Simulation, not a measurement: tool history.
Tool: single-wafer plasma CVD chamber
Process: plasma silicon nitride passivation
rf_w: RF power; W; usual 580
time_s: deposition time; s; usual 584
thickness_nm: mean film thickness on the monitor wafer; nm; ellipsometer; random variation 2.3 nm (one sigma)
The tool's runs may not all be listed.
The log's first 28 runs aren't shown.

run	hour	rf_w	time_s	wafers since the last listed run	hours since the last RF generator calibration	hours since the showerhead was replaced	hours since the gauge calibration	read-back reference wafer on the same gauge, thickness_nm	thickness_nm
29	2317.3	620	468	228	578.6	331.2	2114.7	925.348	659.804
30	2365.9	580	584	102	627.2	379.8	2163.3	924.28	806.274
# hour 2404.5: gauge calibrated
31	2428.5	635	584	131	689.8	442.4	24	961.749	863.038
32	2480.6	580	584	109	741.9	494.5	76.1	960.386	836.97
33	2529.4	475	514	102	790.7	543.3	124.9	960.679	692.684
34	2612.9	630	656	175	874.2	626.8	208.4	960.503	968.531
35	2677.7	685	689	136	939	691.6	273.2	961.036	1045.969
36	2745.9	690	622	143	1007.2	759.8	341.4	960.125	945.034
37	2828.8	530	661	174	1090.1	842.7	424.3	959.647	919.281
38	2897.5	580	584	144	1158.8	911.4	493	959.887	839.061

Run 39 comes next. What will it give?
39	2989.8	695	633	194	1251.1	1003.7	585.3	?	?

{"run 39": {"read-back reference wafer on the same gauge, thickness_nm": 958.708, "thickness_nm": 962}}
Without the tool's hidden state the same run would have given thickness_nm 958.335 nm.
